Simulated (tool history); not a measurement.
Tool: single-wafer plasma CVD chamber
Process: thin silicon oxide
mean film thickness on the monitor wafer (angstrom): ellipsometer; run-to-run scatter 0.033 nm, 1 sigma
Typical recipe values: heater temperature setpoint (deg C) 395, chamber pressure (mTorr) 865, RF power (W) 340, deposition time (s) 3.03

run	hour	heater temperature setpoint (deg C)	chamber pressure (mTorr)	RF power (W)	deposition time (s)	read-back reference wafer on the same gauge, thickness_nm	mean film thickness on the monitor wafer (angstrom)
1	0.0	395	865	340	3.03	5.180	62.36
# hour 52.9: showerhead replaced
# hour 71.1: RF generator calibrated
2	71.6	395	865	340	3.03	5.176	61.39
3	116.4	395	865	340	3.03	5.180	62.10
4	171.5	395	865	340	3.03	5.181	61.54
5	231.8	395	865	340	3.03	5.180	61.35
6	283.8	395	865	340	2.91	5.179	59.04
7	317.8	395	865	340	2.91	5.181	59.42
8	361.1	395	865	275	3.35	5.183	62.99
9	399.4	385	1037	340	3.03	5.184	70.86
# hour 409.2: capacitance manometer re-zeroed and calibrated
10	458.2	395	717	295	3.28	5.182	53.69
# hour 469.9: thermocouple changed; heater temperature recalibrated
11	521.5	395	704	340	3.03	5.180	51.06
12	573.3	395	1025	340	3.03	5.183	69.92
# hour 613.9: RF generator calibrated, repeated, since the last time left the tool worse
13	614.4	383	804	340	2.52	5.182	50.49
14	673.8	395	865	340	3.03	5.181	63.97
15	734.1	409	1018	405	3.24	5.179	81.08
16	804.1	385	1066	395	2.87	5.186	74.55
17	869.0	395	739	290	2.50	5.179	43.75
18	925.2	395	865	340	3.03	5.180	64.02
19	989.8	384	865	340	3.40	5.182	72.01
20	1028.8	395	865	340	3.03	5.181	64.11
21	1052.9	384	677	340	2.51	5.180	42.34
22	1081.0	395	929	340	3.03	5.179	67.70
23	1133.6	405	865	300	3.27	5.177	65.45
24	1245.8	395	865	340	3.03	5.181	63.19
25	1300.0	395	865	365	2.79	5.182	60.25
26	1352.6	395	776	340	3.21	5.180	61.00
27	1399.8	395	865	340	3.03	5.185	63.72
28	1435.2	399	691	410	3.42	5.179	62.31
29	1484.3	382	975	295	3.33	5.183	74.10

Below are 4 alternative next runs, each starting from the tool's condition after run 29. Predict each:
A	1484.7	395	865	340	3.03	?	?
B	1484.7	395	994	340	3.24	?	?
C	1484.7	408	865	340	2.71	?	?
D	1484.7	395	865	340	3.43	?	?

run	read-back reference wafer on the same gauge, thickness_nm	mean film thickness on the monitor wafer (angstrom)
A	5.176	63.74
B	5.176	76.17
C	5.176	56.49
D	5.176	72.15
The same runs, with their run-to-run variation unchanged, on a tool lacking any hidden condition would have given:
run	mean film thickness on the monitor wafer (angstrom)
A	64.08
B	76.56
C	56.79
D	72.52

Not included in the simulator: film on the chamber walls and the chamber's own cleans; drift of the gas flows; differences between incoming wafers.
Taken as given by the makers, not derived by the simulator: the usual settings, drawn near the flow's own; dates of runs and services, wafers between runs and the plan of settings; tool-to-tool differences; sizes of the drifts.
